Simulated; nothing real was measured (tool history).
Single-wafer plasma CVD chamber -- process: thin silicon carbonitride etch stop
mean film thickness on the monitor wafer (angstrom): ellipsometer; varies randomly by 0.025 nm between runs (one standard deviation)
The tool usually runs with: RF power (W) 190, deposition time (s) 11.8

run    hour  RF power (W)  deposition time (s)  read-back reference wafer on the same gauge, thickness_nm  mean film thickness on the monitor wafer (angstrom)
  1       0           170                 11.1                                                      7.081                                                64.89
  2    25.2           180                 12.6                                                      7.081                                                73.94
  3    69.3           190                 11.8                                                      7.076                                                69.79
  4   132.9           180                 10.4                                                      7.082                                                61.26
  5   186.3           180                 10.4                                                       7.08                                                61.36
  6   247.2           180                 10.4                                                      7.086                                                61.59
  7     311           190                 10.4                                                      7.084                                                62.39
  8   370.1           190                 10.4                                                      7.074                                                61.39
  9   442.1           190                 11.8                                                      7.081                                                70.21
 10   472.3           190                 11.8                                                      7.078                                                70.32
 11   496.7           190                   10                                                      7.078                                                59.14
 12     616           190                 11.8                                                      7.079                                                70.39
 13   652.6           190                 11.8                                                      7.081                                                 69.7
 14     701           190                 11.8                                                      7.071                                                69.91
 15   744.9           215                 10.2                                                       7.08                                                62.85
 16   813.2           215                 13.8                                                       7.08                                                84.78
 17   869.4           200                 13.2                                                      7.077                                                80.03
 18   940.8           160                 11.8                                                      7.083                                                67.81
 19   985.1           180                 11.8                                                      7.083                                                69.62
 20  1018.4           170                 11.1                                                      7.082                                                64.35
 21  1054.4           190                 11.8                                                      7.083                                                70.57
 22  1115.3           205                 13.5                                                      7.082                                                81.67
 23  1154.8           200                 13.4                                                       7.08                                                 80.9
 24  1179.1           190                 11.8                                                      7.076                                                70.68
 25  1211.8           190                 11.8                                                      7.086                                                70.63
 26  1256.3           160                 10.5                                                      7.081                                                60.54
 27    1374           190                 11.8                                                      7.077                                                70.41
 28  1438.5           160                 10.7                                                      7.089                                                 61.7
 29  1478.2           155                 11.8                                                       7.08                                                67.82
 30  1527.4           190                 11.8                                                      7.072                                                70.64
 31  1560.5           210                  9.8                                                      7.074                                                 59.8
 32  1601.6           190                  9.9                                                      7.078                                                 58.8
 33  1639.2           190                 11.8                                                      7.085                                                70.47
 34  1689.8           220                 12.7                                                      7.081                                                78.34
 35  1751.1           180                  9.6                                                       7.08                                                56.57

Removed from this log: 4 entries logged between the listed runs. Between which two listed runs does each belong, and how does the tool's hidden state at the listed run before it compare with that at the listed run after it?
Between runs 13 and 14: thermocouple changed; heater temperature recalibrated (hour 700.5)
  delivered RF power above the setpoint (%): -6.36 -> -6.66
  the result without the hidden state subtracted from the measured one, mean film thickness on the monitor wafer (angstrom): -1.01 -> -1.06
Between runs 14 and 15: RF generator calibrated (hour 724.8)
  delivered RF power above the setpoint (%): -6.66 -> -1.26
  the result without the hidden state subtracted from the measured one, mean film thickness on the monitor wafer (angstrom): -1.06 -> -0.17
Between runs 15 and 16: showerhead replaced (hour 782.7)
  delivered RF power above the setpoint (%): -1.26 -> -1.27
  the result without the hidden state subtracted from the measured one, mean film thickness on the monitor wafer (angstrom): -0.17 -> -0.24
Between runs 23 and 24: gauge calibrated (hour 1173.4)
  delivered RF power above the setpoint (%): -1.53 -> -1.56
  the result without the hidden state subtracted from the measured one, mean film thickness on the monitor wafer (angstrom): -0.28 -> -0.25
